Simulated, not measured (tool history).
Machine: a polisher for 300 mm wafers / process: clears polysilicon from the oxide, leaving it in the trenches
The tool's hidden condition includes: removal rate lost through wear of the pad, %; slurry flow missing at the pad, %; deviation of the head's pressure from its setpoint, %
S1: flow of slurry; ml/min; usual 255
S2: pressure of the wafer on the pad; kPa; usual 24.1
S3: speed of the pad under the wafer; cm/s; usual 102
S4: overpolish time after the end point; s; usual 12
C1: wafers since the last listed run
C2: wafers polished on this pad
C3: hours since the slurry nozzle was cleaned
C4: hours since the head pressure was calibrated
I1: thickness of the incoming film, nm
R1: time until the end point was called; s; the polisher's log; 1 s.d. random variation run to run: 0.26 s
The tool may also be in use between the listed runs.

run,hour,S1,S2,S3,S4,C1,C2,C3,C4,I1,R1
1,0,255,24.1,76,12,0,39,515.2,1021,528.3,32.2
2,22.6,255,24.1,76,12,258,297,537.8,1043.6,522.4,33.5
3,46.5,255,24.1,102,12,272,569,561.7,1067.5,525.9,25.8
4,76.6,255,24.1,102,12,343,913,591.8,1097.6,534.8,27
# hour 97.1: worn pad replaced by a new one
5,100.4,255,24.1,102,12,226,37,615.6,1121.4,529.7,24.6
6,132.4,255,24.1,102,12,365,402,647.6,1153.4,534.6,26
7,149.3,255,24.1,124,12,192,595,664.5,1170.3,519.7,21.3
8,174.4,255,24.1,124,12,286,882,689.6,1195.4,524.6,21.7
# hour 203.5: slurry nozzle cleaned
9,204.5,255,24.1,124,12,332,1214,1,1225.5,521,22
# hour 213.7: worn pad replaced by a new one
# hour 230.1: head pressure recalibrated
10,230.6,255,24.1,102,7,229,170,27.1,0.5,533.1,28.1
11,248.5,255,24.1,102,9,204,374,45,18.4,539.7,29.5
12,279.5,255,24.1,102,9,353,728,76,49.4,529.8,28.8
13,291.9,225,24.1,102,12,141,870,88.4,61.8,527.9,29.5
14,309.3,320,24.1,102,5,198,1068,105.8,79.2,527.9,28.5
# hour 316.4: worn pad replaced by a new one
15,326,255,24.1,102,12,145,109,122.5,95.9,530.2,26.6
16,351.4,255,31.7,72,12,290,399,147.9,121.3,537.2,31.7
17,372.5,255,28.3,102,18,240,640,169,142.4,537.1,25
18,404,255,24.1,102,12,359,999,200.5,173.9,531,28.5
# hour 429.8: worn pad replaced by a new one
19,430.3,255,26.2,86,18,254,6,226.8,200.2,530.2,28.7
20,460.4,255,24.1,102,8,343,349,256.9,230.3,531.2,27.6
21,485.7,255,24.1,102,12,288,638,282.2,255.6,533.1,27.4
22,498.4,255,24.1,74,12,145,783,294.9,268.3,527,37.3
23,516.3,290,24.1,102,19,204,988,312.8,286.2,531.8,27.6
# hour 547.9: worn pad replaced by a new one
24,551.9,255,29,102,12,360,45,348.4,321.8,525.4,21.7

List, for all runs, the conditions of the tool that the log does not record:
slurry flow missing at the pad, %: 0, the same for each run
H1: removal rate lost through wear of the pad, %
H2: deviation of the head's pressure from its setpoint, %
run,H1,H2
1,1.1,14.2
2,4.73,14.2
3,6.77,14.3
4,8.02,14.3
5,1.86,14.4
6,6.48,14.4
7,7.7,14.5
8,8.74,14.5
9,9.34,14.5
10,3.54,1.25
11,5.65,1.83
12,7.57,2.79
13,7.98,3.15
14,8.37,3.63
15,2.2,4.08
16,5.54,4.72
17,7,5.22
18,8.09,5.91
19,0.181,6.45
20,4.96,7.02
21,6.84,7.47
22,7.39,7.68
23,7.91,7.97
24,1.92,8.5

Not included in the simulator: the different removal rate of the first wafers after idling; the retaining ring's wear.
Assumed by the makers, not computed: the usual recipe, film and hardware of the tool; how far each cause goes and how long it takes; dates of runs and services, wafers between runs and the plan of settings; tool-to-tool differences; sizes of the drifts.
